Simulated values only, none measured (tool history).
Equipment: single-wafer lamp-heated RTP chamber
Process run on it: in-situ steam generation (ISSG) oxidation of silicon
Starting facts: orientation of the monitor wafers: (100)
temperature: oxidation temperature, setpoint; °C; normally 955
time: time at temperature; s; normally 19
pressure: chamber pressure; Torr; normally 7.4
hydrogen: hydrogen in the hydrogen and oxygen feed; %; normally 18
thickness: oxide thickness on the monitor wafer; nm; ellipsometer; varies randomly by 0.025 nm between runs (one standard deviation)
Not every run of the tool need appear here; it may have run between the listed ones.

| run | hour | temperature | time | pressure | hydrogen | wafers since the last listed run | wafers since the last pyrometer calibration | hours since the pressure gauge was zeroed | hours since the hydrogen flow controller was replaced | hours since the gauge calibration | read-back reference wafer on the same gauge, thickness | thickness |
|---|---|---|---|---|---|---|---|---|---|---|---|---|
| 1 | 0 | 955 | 19 | 7.4 | 18 | 0 | 1646 | 3166.2 | 2256.4 | 46.9 | 4.131 | 4.717 |
|  | 41.6 | pyrometer window cleaned and pyrometer calibrated |
| 2 | 42.1 | 955 | 19 | 7.4 | 18 | 253 | 3 | 3208.3 | 2298.5 | 89 | 4.127 | 4.583 |
| 3 | 44.1 | 955 | 19 | 7.4 | 18 | 14 | 18 | 3210.3 | 2300.5 | 91 | 4.116 | 4.586 |
| 4 | 50.5 | 955 | 19 | 7.4 | 18 | 47 | 65 | 3216.7 | 2306.9 | 97.4 | 4.119 | 4.582 |
| 5 | 57 | 955 | 19 | 7.4 | 18 | 48 | 113 | 3223.2 | 2313.4 | 103.9 | 4.122 | 4.548 |
| 6 | 65.9 | 955 | 19 | 7.4 | 18 | 66 | 179 | 3232.1 | 2322.3 | 112.8 | 4.137 | 4.599 |
| 7 | 76.8 | 960 | 19 | 7.4 | 15 | 80 | 260 | 3243 | 2333.2 | 123.7 | 4.129 | 4.471 |
| 8 | 99.3 | 955 | 19 | 7.4 | 18 | 166 | 427 | 3265.5 | 2355.7 | 146.2 | 4.128 | 4.583 |
| 9 | 107.4 | 955 | 19 | 7.4 | 18 | 60 | 487 | 3273.6 | 2363.8 | 154.3 | 4.133 | 4.631 |
|  | 127.4 | pressure gauge zeroed |
| 10 | 127.9 | 955 | 16 | 8.1 | 18 | 92 | 580 | 0.5 | 2384.3 | 174.8 | 4.122 | 4.335 |
| 11 | 137.2 | 955 | 16 | 7.4 | 18 | 69 | 649 | 9.8 | 2393.6 | 184.1 | 4.133 | 4.301 |
| 12 | 143.8 | 955 | 16 | 7.4 | 18 | 48 | 698 | 16.4 | 2400.2 | 190.7 | 4.127 | 4.3 |
|  | 156.1 | hydrogen flow controller replaced |
| 13 | 156.6 | 955 | 16 | 7.4 | 18 | 35 | 734 | 29.2 | 0.5 | 203.5 | 4.124 | 4.329 |
| 14 | 159.9 | 948 | 19 | 8.1 | 18 | 24 | 758 | 32.5 | 3.8 | 206.8 | 4.142 | 4.563 |
| 15 | 166.5 | 938 | 14 | 8.2 | 11 | 48 | 807 | 39.1 | 10.4 | 213.4 | 4.132 | 3.496 |
| 16 | 178.7 | 955 | 11 | 8.4 | 28 | 90 | 898 | 51.3 | 22.6 | 225.6 | 4.125 | 4.168 |
| 17 | 185.6 | 955 | 19 | 7.4 | 18 | 51 | 949 | 58.2 | 29.5 | 232.5 | 4.131 | 4.674 |
| 18 | 199.4 | 955 | 19 | 8.3 | 11 | 102 | 1051 | 72 | 43.3 | 246.3 | 4.135 | 4.231 |
| 19 | 206.8 | 937 | 17 | 8.8 | 12 | 54 | 1106 | 79.4 | 50.7 | 253.7 | 4.122 | 3.83 |
| 20 | 214.6 | 944 | 25 | 7 | 27 | 57 | 1164 | 87.2 | 58.5 | 261.5 | 4.126 | 5.566 |
| 21 | 236.9 | 963 | 19 | 7.4 | 18 | 165 | 1329 | 109.5 | 80.8 | 283.8 | 4.129 | 4.789 |
|  | 242.4 | gauge calibrated |
| 22 | 247.3 | 955 | 19 | 7.4 | 18 | 77 | 1407 | 119.9 | 91.2 | 4.9 | 4.133 | 4.723 |
|  | 264.2 | pyrometer window cleaned and pyrometer calibrated |
| 23 | 264.7 | 955 | 12 | 6.9 | 28 | 69 | 3 | 137.3 | 108.6 | 22.3 | 4.132 | 4.275 |
| 24 | 277.4 | 955 | 19 | 8.3 | 11 | 94 | 98 | 150 | 121.3 | 35 | 4.129 | 4.107 |
| 25 | 284.7 | 955 | 19 | 8.5 | 18 | 54 | 152 | 157.3 | 128.6 | 42.3 | 4.134 | 4.594 |
| 26 | 301.1 | 973 | 19 | 6.9 | 11 | 121 | 273 | 173.7 | 145 | 58.7 | 4.132 | 4.353 |
| 27 | 313.6 | 955 | 19 | 7.4 | 18 | 92 | 366 | 186.2 | 157.5 | 71.2 | 4.144 | 4.556 |
| 28 | 321.4 | 960 | 19 | 7.4 | 18 | 57 | 424 | 194 | 165.3 | 79 | 4.137 | 4.667 |
| 29 | 335.9 | 972 | 12 | 7.4 | 18 | 107 | 532 | 208.5 | 179.8 | 93.5 | 4.129 | 4.03 |
| 30 | 347 | 948 | 19 | 8.1 | 18 | 82 | 614 | 219.6 | 190.9 | 104.6 | 4.124 | 4.545 |

Some steps in thickness, run to run, broken into two amounts with sign: the step expected even without the hidden condition (settings, incoming material, random variation), and the rest, left for the hidden condition together with whatever gauge scatter is not in both the measured and the hidden-condition-free result:
Hidden state present: true wafer temperature minus pyrometer reading, K; true pressure minus gauge reading, Torr; deviation of the hydrogen flow from its setpoint, %; gauge reads high (%).
Run 1 -> 2: pyrometer window cleaned and pyrometer calibrated. thickness -0.134 nm: hidden state -0.145, all else +0.011.
Run 14 -> 15: temperature 948 -> 938, time 19 -> 14, pressure 8.1 -> 8.2, hydrogen 18 -> 11. thickness -1.067 nm: hidden state -0.03, all else -1.037.
Run 19 -> 20: temperature 937 -> 944, time 17 -> 25, pressure 8.8 -> 7, hydrogen 12 -> 27. thickness +1.736 nm: hidden state +0.072, all else +1.664.
Run 20 -> 21: temperature 944 -> 963, time 25 -> 19, pressure 7 -> 7.4, hydrogen 27 -> 18. thickness -0.777 nm: hidden state -0.006, all else -0.771.
Run 22 -> 23: time 19 -> 12, pressure 7.4 -> 6.9, hydrogen 18 -> 28, pyrometer window cleaned and pyrometer calibrated. thickness -0.448 nm: hidden state -0.143, all else -0.305.
